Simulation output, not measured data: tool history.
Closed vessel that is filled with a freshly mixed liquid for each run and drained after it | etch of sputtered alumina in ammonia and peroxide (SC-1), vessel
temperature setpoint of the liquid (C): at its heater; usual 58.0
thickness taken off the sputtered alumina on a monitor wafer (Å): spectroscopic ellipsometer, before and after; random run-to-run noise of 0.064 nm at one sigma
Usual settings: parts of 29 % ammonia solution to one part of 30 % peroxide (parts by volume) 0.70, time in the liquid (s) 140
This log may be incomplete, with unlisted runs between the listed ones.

run   hour  temperature setpoint of the liquid (C)  parts of 29 % ammonia solution to one part of 30 % peroxide (parts by volume)  time in the liquid (s)  read-back film thickness of the sputtered alumina reference wafer, read on the same gauge (nm)  thickness taken off the sputtered alumina on a monitor wafer (Å)
  1    0.0                                    58.0                                                                           0.65                     140                                                                                           90.00                                                             174.4
  2   28.6                                    58.0                                                                           0.70                     140                                                                                           90.01                                                             174.9
  3   37.0                                    58.0                                                                           0.70                     140                                                                                           89.99                                                             177.1
  4   62.3                                    58.0                                                                           0.45                     100                                                                                           90.01                                                             120.0
  5   78.5                                    58.0                                                                           0.70                     140                                                                                           90.02                                                             176.5
  6   94.4                                    58.0                                                                           0.70                     140                                                                                           90.01                                                             175.8
  7  101.0                                    58.0                                                                           0.70                     140                                                                                           90.00                                                             177.7
     129.7  -- new drum of ammonia solution connected
     140.7  -- gauge calibrated
  8  146.9                                    58.0                                                                           0.70                     140                                                                                           90.01                                                             175.9
     156.5  -- ammonia flow meter replaced
  9  157.1                                    58.0                                                                           0.70                     140                                                                                           90.01                                                             177.0
     163.6  -- thermometer replaced
 10  168.7                                    54.5                                                                           0.50                     140                                                                                           90.00                                                             149.4
 11  184.5                                    58.0                                                                           0.70                     140                                                                                           90.00                                                             185.3
 12  191.1                                    58.0                                                                           0.70                     140                                                                                           90.04                                                             185.4
 13  206.8                                    58.0                                                                           0.70                     140                                                                                           90.02                                                             185.7
 14  222.7                                    58.0                                                                           0.55                     195                                                                                           89.99                                                             253.6
 15  232.3                                    58.0                                                                           0.70                     140                                                                                           89.99                                                             187.1
 16  243.6                                    58.0                                                                           0.35                     220                                                                                           90.01                                                             273.3
     291.9  -- thermometer replaced, repeated, since the last time left the tool worse
 17  292.7                                    58.0                                                                           0.95                      60                                                                                           89.98                                                              74.8
 18  309.6                                    58.0                                                                           0.70                     140                                                                                           89.98                                                             170.4
 19  321.4                                    52.0                                                                           0.90                     140                                                                                           90.02                                                             125.7
 20  337.4                                    63.0                                                                           0.70                     140                                                                                           89.98                                                             218.6
 21  346.8                                    58.0                                                                           0.70                     140                                                                                           90.02                                                             168.5
 22  359.4                                    64.5                                                                           0.45                     190                                                                                           89.98                                                             307.9
 23  377.4                                    67.5                                                                           0.55                     185                                                                                           89.98                                                             353.1
 24  384.9                                    62.5                                                                           0.45                     140                                                                                           89.99                                                             203.8
 25  400.5                                    66.0                                                                           0.70                     215                                                                                           89.99                                                             389.6
 26  407.4                                    66.5                                                                           0.85                      55                                                                                           89.99                                                             104.6
 27  424.0                                    58.0                                                                           1.00                     180                                                                                           90.00                                                             226.3
 28  445.6                                    67.0                                                                           0.45                     175                                                                                           89.99                                                             321.2
 29  452.0                                    50.5                                                                           0.60                      75                                                                                           90.04                                                              60.4

What the log doesn't show, run by run:
ammonia flow above the setpoint (%): 0, the same for each run
ammonia solution weaker than its label (%): 0, the same for each run
gauge reads high (%): 0, the same for each run
H1: liquid hotter than its thermometer reads (K)
run      H1
  1   0.799
  2   0.832
  3   0.841
  4    0.87
  5   0.889
  6   0.907
  7   0.915
  8   0.967
  9   0.979
 10    1.84
 11    1.85
 12    1.86
 13    1.88
 14     1.9
 15    1.91
 16    1.92
 17  0.0485
 18  0.0679
 19  0.0814
 20  0.0998
 21   0.111
 22   0.125
 23   0.146
 24   0.154
 25   0.172
 26    0.18
 27   0.199
 28   0.224
 29   0.231

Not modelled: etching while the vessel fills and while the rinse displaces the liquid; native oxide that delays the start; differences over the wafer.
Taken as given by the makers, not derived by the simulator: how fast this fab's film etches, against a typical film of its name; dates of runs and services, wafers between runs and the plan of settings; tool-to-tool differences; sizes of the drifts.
